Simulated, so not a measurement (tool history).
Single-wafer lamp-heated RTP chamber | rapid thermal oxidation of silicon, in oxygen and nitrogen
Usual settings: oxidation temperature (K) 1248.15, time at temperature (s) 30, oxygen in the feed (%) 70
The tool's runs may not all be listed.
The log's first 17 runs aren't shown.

| run | hour | oxidation temperature (K) | time at temperature (s) | oxygen in the feed (%) | wafers since the last listed run | wafers since the last pyrometer calibration | hours since the oxygen flow controller was replaced | hours since the gauge calibration | read-back reference wafer on the same gauge, thickness | oxide thickness on the monitor wafer (Å) |
|---|---|---|---|---|---|---|---|---|---|---|
| 18 | 207.0 | 1264.15 | 30 | 70 | 86 | 1349 | 33.7 | 306.6 | 2.914 | 38.30 |
| 19 | 224.4 | 1270.15 | 30 | 51 | 220 | 1570 | 51.1 | 324.0 | 2.914 | 36.54 |
| 20 | 230.6 | 1260.15 | 30 | 59 | 78 | 1648 | 57.3 | 330.2 | 2.914 | 35.50 |
| 21 | 248.0 | 1225.15 | 19 | 52 | 220 | 1868 | 74.7 | 347.6 | 2.907 | 25.21 |
| 22 | 262.5 | 1235.15 | 30 | 70 | 183 | 2052 | 89.2 | 362.1 | 2.907 | 32.27 |
| 23 | 271.1 | 1248.15 | 30 | 70 | 108 | 2161 | 97.8 | 370.7 | 2.912 | 34.91 |
| 24 | 292.8 | 1238.15 | 42 | 85 | 274 | 2435 | 119.5 | 392.4 | 2.908 | 39.44 |
| 25 | 299.0 | 1248.15 | 40 | 70 | 78 | 2514 | 125.7 | 398.6 | 2.906 | 38.97 |
|  | 321.1 | gauge calibrated |
| 26 | 337.3 | 1220.15 | 42 | 85 | 484 | 2999 | 164.0 | 16.2 | 2.907 | 34.71 |
|  | 352.1 | pyrometer window cleaned and pyrometer calibrated |
| 27 | 352.6 | 1248.15 | 30 | 70 | 92 | 6 | 179.3 | 31.5 | 2.912 | 33.44 |
| 28 | 360.0 | 1235.15 | 25 | 95 | 93 | 100 | 186.7 | 38.9 | 2.913 | 31.32 |
| 29 | 373.7 | 1248.15 | 30 | 70 | 173 | 273 | 200.4 | 52.6 | 2.906 | 33.60 |
| 30 | 386.8 | 1248.15 | 40 | 80 | 165 | 439 | 213.5 | 65.7 | 2.905 | 39.28 |
| 31 | 404.4 | 1226.15 | 40 | 70 | 222 | 661 | 231.1 | 83.3 | 2.910 | 33.22 |
| 32 | 421.9 | 1248.15 | 44 | 70 | 221 | 883 | 248.6 | 100.8 | 2.910 | 39.60 |
| 33 | 438.1 | 1248.15 | 15 | 70 | 205 | 1088 | 264.8 | 117.0 | 2.909 | 27.41 |
| 34 | 451.2 | 1238.15 | 42 | 85 | 165 | 1254 | 277.9 | 130.1 | 2.909 | 39.03 |
| 35 | 466.9 | 1248.15 | 30 | 70 | 198 | 1453 | 293.6 | 145.8 | 2.908 | 34.55 |
| 36 | 477.3 | 1264.15 | 30 | 70 | 131 | 1584 | 304.0 | 156.2 | 2.905 | 38.38 |
| 37 | 494.3 | 1275.15 | 38 | 70 | 215 | 1799 | 321.0 | 173.2 | 2.907 | 45.56 |

Forecast each of these 5 alternatives for the next run:
| A | 494.7 | 1248.15 | 30 | 70 | 5 | 1804 | 321.4 | 173.6 | ? | ? |
| B | 494.7 | 1220.15 | 37 | 85 | 5 | 1804 | 321.4 | 173.6 | ? | ? |
| C | 494.7 | 1226.15 | 40 | 53 | 5 | 1804 | 321.4 | 173.6 | ? | ? |
| D | 494.7 | 1248.15 | 25 | 97 | 5 | 1804 | 321.4 | 173.6 | ? | ? |
| E | 494.7 | 1236.15 | 39 | 70 | 5 | 1804 | 321.4 | 173.6 | ? | ? |

| run | read-back reference wafer on the same gauge, thickness | oxide thickness on the monitor wafer (Å) |
|---|---|---|
| A | 2.907 | 35.02 |
| B | 2.907 | 33.51 |
| C | 2.907 | 31.62 |
| D | 2.907 | 36.00 |
| E | 2.907 | 35.76 |
Without the tool's hidden state the same runs would have given:
| run | oxide thickness on the monitor wafer (Å) |
|---|---|
| A | 33.50 |
| B | 32.09 |
| C | 30.42 |
| D | 34.37 |
| E | 34.18 |

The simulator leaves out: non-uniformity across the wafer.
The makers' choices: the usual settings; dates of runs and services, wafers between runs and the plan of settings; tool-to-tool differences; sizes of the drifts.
